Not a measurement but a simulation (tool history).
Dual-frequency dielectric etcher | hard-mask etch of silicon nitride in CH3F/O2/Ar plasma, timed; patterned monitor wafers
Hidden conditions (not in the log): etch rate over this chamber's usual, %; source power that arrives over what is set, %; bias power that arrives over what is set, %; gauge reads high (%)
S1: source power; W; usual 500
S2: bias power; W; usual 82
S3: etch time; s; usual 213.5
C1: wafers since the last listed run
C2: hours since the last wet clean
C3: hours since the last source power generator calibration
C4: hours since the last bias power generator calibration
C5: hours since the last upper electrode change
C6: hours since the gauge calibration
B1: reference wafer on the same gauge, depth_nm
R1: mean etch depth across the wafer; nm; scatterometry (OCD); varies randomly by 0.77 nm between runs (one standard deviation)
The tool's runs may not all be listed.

Run 1, hour 0.0: usual settings; C1 0; C2 301.6; C3 2834.6; C4 2817.7; C5 3291.9; C6 353.6; B1 177.9. Result: R1 165.8 nm.
Run 2, hour 31.2: usual settings; C1 224; C2 332.8; C3 2865.8; C4 2848.9; C5 3323.1; C6 384.8; B1 177.8. Result: R1 166.6 nm.
Run 3, hour 90.3: usual settings; C1 425; C2 391.9; C3 2924.9; C4 2908.0; C5 3382.2; C6 443.9; B1 178.1. Result: R1 166.9 nm.
At hour 178.0: wet clean of the chamber.
Run 4, hour 261.2: usual settings but S2 71 W, S3 163.0 s; C1 1057; C2 83.2; C3 3095.8; C4 3078.9; C5 3553.1; C6 614.8; B1 178.1. Result: R1 118.4 nm.
Run 5, hour 294.1: usual settings but S2 71 W, S3 163.0 s; C1 236; C2 116.1; C3 3128.7; C4 3111.8; C5 3586.0; C6 647.7; B1 178.2. Result: R1 118.2 nm.
At hour 307.6: bias power generator calibrated.
At hour 340.8: source power generator calibrated.
Run 6, hour 460.3: usual settings but S2 71 W, S3 163.0 s; C1 1138; C2 282.3; C3 119.5; C4 152.7; C5 3752.2; C6 813.9; B1 178.0. Result: R1 120.0 nm.
At hour 498.8: upper electrode replaced.
Run 7, hour 499.3: usual settings but S1 580 W, S2 88 W; C1 107; C2 321.3; C3 158.5; C4 191.7; C5 0.5; C6 852.9; B1 178.0. Result: R1 182.3 nm.
Run 8, hour 537.3: usual settings but S1 580 W, S2 88 W; C1 273; C2 359.3; C3 196.5; C4 229.7; C5 38.5; C6 890.9; B1 178.0. Result: R1 181.9 nm.
Run 9, hour 578.7: usual settings but S1 580 W, S2 88 W; C1 297; C2 400.7; C3 237.9; C4 271.1; C5 79.9; C6 932.3; B1 178.0. Result: R1 182.5 nm.
Run 10, hour 611.5: usual settings but S2 74 W, S3 177.0 s; C1 236; C2 433.5; C3 270.7; C4 303.9; C5 112.7; C6 965.1; B1 178.1. Result: R1 133.8 nm.
Run 11, hour 665.7: usual settings but S2 71 W, S3 163.0 s; C1 389; C2 487.7; C3 324.9; C4 358.1; C5 166.9; C6 1019.3; B1 178.0. Result: R1 121.3 nm.
At hour 709.9: wet clean of the chamber.
Run 12, hour 710.4: usual settings but S1 410 W, S2 75 W; C1 148; C2 0.5; C3 369.6; C4 402.8; C5 211.6; C6 1064.0; B1 178.2. Result: R1 145.5 nm.
Run 13, hour 743.1: usual settings but S1 580 W, S2 88 W; C1 235; C2 33.2; C3 402.3; C4 435.5; C5 244.3; C6 1096.7; B1 178.0. Result: R1 177.5 nm.
At hour 759.6: gauge calibrated.
Run 14, hour 796.3: usual settings but S1 570 W, S3 179.0 s; C1 382; C2 86.4; C3 455.5; C4 488.7; C5 297.5; C6 36.7; B1 177.7. Result: R1 146.4 nm.
Run 15, hour 821.0: usual settings but S2 101 W, S3 179.5 s; C1 177; C2 111.1; C3 480.2; C4 513.4; C5 322.2; C6 61.4; B1 177.9. Result: R1 150.2 nm.
Run 16, hour 873.7: usual settings but S1 420 W, S2 93 W, S3 164.0 s; C1 379; C2 163.8; C3 532.9; C4 566.1; C5 374.9; C6 114.1; B1 178.1. Result: R1 123.9 nm.
Run 17, hour 937.4: usual settings but S1 470 W, S3 270.0 s; C1 458; C2 227.5; C3 596.6; C4 629.8; C5 438.6; C6 177.8; B1 177.8. Result: R1 204.4 nm.
Run 18, hour 1003.1: usual settings; C1 472; C2 293.2; C3 662.3; C4 695.5; C5 504.3; C6 243.5; B1 178.1. Result: R1 167.0 nm.

Consider 4 possible next runs. They are alternatives, not a sequence: every one starts from the tool as it was left by run 18. What does each give?
Run A, hour 1003.6: usual settings; C1 3; C2 293.7; C3 662.8; C4 696.0; C5 504.8; C6 244.0; B1 ?. Result: R1 ?.
Run B, hour 1003.6: usual settings but S1 450 W, S2 95 W, S3 243.5 s; C1 3; C2 293.7; C3 662.8; C4 696.0; C5 504.8; C6 244.0; B1 ?. Result: R1 ?.
Run C, hour 1003.6: usual settings but S1 410 W, S3 253.0 s; C1 3; C2 293.7; C3 662.8; C4 696.0; C5 504.8; C6 244.0; B1 ?. Result: R1 ?.
Run D, hour 1003.6: usual settings but S1 450 W, S3 159.5 s; C1 3; C2 293.7; C3 662.8; C4 696.0; C5 504.8; C6 244.0; B1 ?. Result: R1 ?.

run     B1     R1
  A  178.0  168.0
  B  178.0  194.0
  C  178.0  182.8
  D  178.0  119.9
Take away the tool's hidden state, keep each run's random variation, and the runs would have read:
run     R1
  A  164.0
  B  189.5
  C  178.5
  D  117.2

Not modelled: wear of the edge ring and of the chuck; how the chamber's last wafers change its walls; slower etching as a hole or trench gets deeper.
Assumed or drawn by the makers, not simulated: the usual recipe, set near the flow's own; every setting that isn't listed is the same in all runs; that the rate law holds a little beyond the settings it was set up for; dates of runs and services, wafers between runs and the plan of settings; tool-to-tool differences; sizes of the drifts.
